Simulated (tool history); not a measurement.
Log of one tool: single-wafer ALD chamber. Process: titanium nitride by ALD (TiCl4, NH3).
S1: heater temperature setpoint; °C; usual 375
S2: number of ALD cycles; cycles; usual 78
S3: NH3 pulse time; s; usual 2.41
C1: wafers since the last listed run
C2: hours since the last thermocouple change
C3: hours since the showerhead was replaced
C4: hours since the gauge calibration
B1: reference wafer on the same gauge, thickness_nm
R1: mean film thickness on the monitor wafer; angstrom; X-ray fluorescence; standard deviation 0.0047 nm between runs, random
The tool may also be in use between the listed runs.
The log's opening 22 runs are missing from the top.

{"hour": 272.2, "done": "showerhead replaced"}
{"hour": 274.0, "done": "thermocouple changed; heater temperature recalibrated"}
{"run": 23, "hour": 274.5, "S1": 375, "S2": 78, "S3": 2.41, "C1": 14, "C2": 0.5, "C3": 2.3, "C4": 91.8, "B1": 1.63, "R1": 18.78}
{"run": 24, "hour": 281.5, "S1": 386, "S2": 64, "S3": 2.85, "C1": 17, "C2": 7.5, "C3": 9.3, "C4": 98.8, "B1": 1.631, "R1": 15.63}
{"run": 25, "hour": 292.3, "S1": 375, "S2": 78, "S3": 2.41, "C1": 27, "C2": 18.3, "C3": 20.1, "C4": 109.6, "B1": 1.627, "R1": 18.73}
{"run": 26, "hour": 307.1, "S1": 386, "S2": 78, "S3": 3.26, "C1": 37, "C2": 33.1, "C3": 34.9, "C4": 124.4, "B1": 1.629, "R1": 19.17}
{"run": 27, "hour": 319.2, "S1": 381, "S2": 91, "S3": 3.2, "C1": 30, "C2": 45.2, "C3": 47, "C4": 136.5, "B1": 1.628, "R1": 22.19}
{"run": 28, "hour": 328.5, "S1": 375, "S2": 78, "S3": 2.41, "C1": 23, "C2": 54.5, "C3": 56.3, "C4": 145.8, "B1": 1.63, "R1": 18.84}
{"run": 29, "hour": 339.7, "S1": 375, "S2": 78, "S3": 2.41, "C1": 28, "C2": 65.7, "C3": 67.5, "C4": 157, "B1": 1.629, "R1": 18.75}
{"run": 30, "hour": 349.5, "S1": 382, "S2": 64, "S3": 3.37, "C1": 24, "C2": 75.5, "C3": 77.3, "C4": 166.8, "B1": 1.628, "R1": 15.65}
{"run": 31, "hour": 360.3, "S1": 381, "S2": 74, "S3": 1.6, "C1": 27, "C2": 86.3, "C3": 88.1, "C4": 177.6, "B1": 1.627, "R1": 17.51}
{"run": 32, "hour": 373.7, "S1": 375, "S2": 86, "S3": 2.41, "C1": 34, "C2": 99.7, "C3": 101.5, "C4": 191, "B1": 1.626, "R1": 20.72}
{"run": 33, "hour": 389.9, "S1": 387, "S2": 65, "S3": 2.98, "C1": 41, "C2": 115.9, "C3": 117.7, "C4": 207.2, "B1": 1.626, "R1": 15.85}
{"run": 34, "hour": 404.4, "S1": 375, "S2": 78, "S3": 2.41, "C1": 36, "C2": 130.4, "C3": 132.2, "C4": 221.7, "B1": 1.625, "R1": 18.74}
{"run": 35, "hour": 420.3, "S1": 363, "S2": 78, "S3": 3.27, "C1": 40, "C2": 146.3, "C3": 148.1, "C4": 237.6, "B1": 1.623, "R1": 18.72}
{"run": 36, "hour": 426.6, "S1": 375, "S2": 87, "S3": 2.41, "C1": 16, "C2": 152.6, "C3": 154.4, "C4": 243.9, "B1": 1.623, "R1": 20.89}
{"run": 37, "hour": 442.9, "S1": 375, "S2": 94, "S3": 2.41, "C1": 41, "C2": 168.9, "C3": 170.7, "C4": 260.2, "B1": 1.623, "R1": 22.57}
{"run": 38, "hour": 458.0, "S1": 369, "S2": 72, "S3": 2.7, "C1": 38, "C2": 184, "C3": 185.8, "C4": 275.3, "B1": 1.622, "R1": 17.21}
{"run": 39, "hour": 473.2, "S1": 368, "S2": 90, "S3": 1.74, "C1": 38, "C2": 199.2, "C3": 201, "C4": 290.5, "B1": 1.62, "R1": 21.03}

Predict each of these 5 candidate next runs independently; none follows another, all start after run 39:
{"run": "A", "hour": 473.8, "S1": 375, "S2": 67, "S3": 2.41, "C1": 1, "C2": 199.8, "C3": 201.6, "C4": 291.1, "B1": "?", "R1": "?"}
{"run": "B", "hour": 473.8, "S1": 382, "S2": 88, "S3": 3, "C1": 1, "C2": 199.8, "C3": 201.6, "C4": 291.1, "B1": "?", "R1": "?"}
{"run": "C", "hour": 473.8, "S1": 380, "S2": 86, "S3": 2.03, "C1": 1, "C2": 199.8, "C3": 201.6, "C4": 291.1, "B1": "?", "R1": "?"}
{"run": "D", "hour": 473.8, "S1": 365, "S2": 78, "S3": 2.41, "C1": 1, "C2": 199.8, "C3": 201.6, "C4": 291.1, "B1": "?", "R1": "?"}
{"run": "E", "hour": 473.8, "S1": 370, "S2": 71, "S3": 1.94, "C1": 1, "C2": 199.8, "C3": 201.6, "C4": 291.1, "B1": "?", "R1": "?"}

run=A B1=1.62 R1=16.03
run=B B1=1.62 R1=21.34
run=C B1=1.62 R1=20.49
run=D B1=1.62 R1=18.4
run=E B1=1.62 R1=16.68
Stripped of hidden state, with their random variation kept, the same runs would have yielded:
run=A R1=16.13
run=B R1=21.47
run=C R1=20.61
run=D R1=18.51
run=E R1=16.78
